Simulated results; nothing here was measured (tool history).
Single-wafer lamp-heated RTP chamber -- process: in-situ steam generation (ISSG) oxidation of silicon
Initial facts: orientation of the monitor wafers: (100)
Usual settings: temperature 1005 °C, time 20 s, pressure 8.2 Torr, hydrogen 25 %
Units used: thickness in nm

run,hour,temperature,time,pressure,hydrogen,"read-back reference wafer on the same gauge, thickness",thickness
1,0.0,995,20,8.2,25,5.737,5.781
2,13.1,995,20,8.2,25,5.744,5.785
3,25.4,1010,25,8.2,25,5.740,6.897
4,33.8,1010,25,8.2,25,5.742,6.937
5,44.3,1010,25,8.2,25,5.741,6.903
6,58.5,1005,20,8.2,25,5.739,6.105
# hour 69.5: gauge calibrated
7,70.1,1005,20,8.6,25,5.741,6.076
# hour 79.3: hydrogen flow controller replaced
8,84.0,1005,20,8.6,25,5.737,6.074
# hour 95.0: pressure gauge zeroed
9,95.5,988,20,8.2,17,5.739,5.185
# hour 110.4: pyrometer window cleaned and pyrometer calibrated
10,110.9,1019,18,8.2,25,5.738,6.372
11,128.0,998,20,8.2,32,5.738,6.496
# hour 148.3: pyrometer window cleaned and pyrometer calibrated, repeated, since the last time left the tool worse
12,148.8,998,26,7.3,25,5.741,6.553
13,155.5,991,15,8.2,25,5.738,4.953
14,164.6,1005,24,8.7,25,5.739,6.424
15,181.9,994,20,8.2,25,5.742,5.680
16,199.3,991,15,8.2,25,5.739,4.947

For some of the steps in thickness from one run to the next: how much would appear even if the tool had no hidden state, given the settings, what came in and random variation, and how much remains for the hidden state plus any gauge scatter that the measured result and the result without hidden state don't share?
Hidden state at play: true wafer temperature minus pyrometer reading, K; true pressure minus gauge reading, Torr; deviation of the hydrogen flow from its setpoint, %; gauge reads high (%).
Run 11 -> 12: time 20 -> 26, pressure 8.2 -> 7.3, hydrogen 32 -> 25, pyrometer window cleaned and pyrometer calibrated, repeated, since the last time left the tool worse. thickness +0.057 nm: hidden state -0.329, all else +0.386.
Run 12 -> 13: temperature 998 -> 991, time 26 -> 15, pressure 7.3 -> 8.2. thickness -1.600 nm: hidden state -0.006, all else -1.594.

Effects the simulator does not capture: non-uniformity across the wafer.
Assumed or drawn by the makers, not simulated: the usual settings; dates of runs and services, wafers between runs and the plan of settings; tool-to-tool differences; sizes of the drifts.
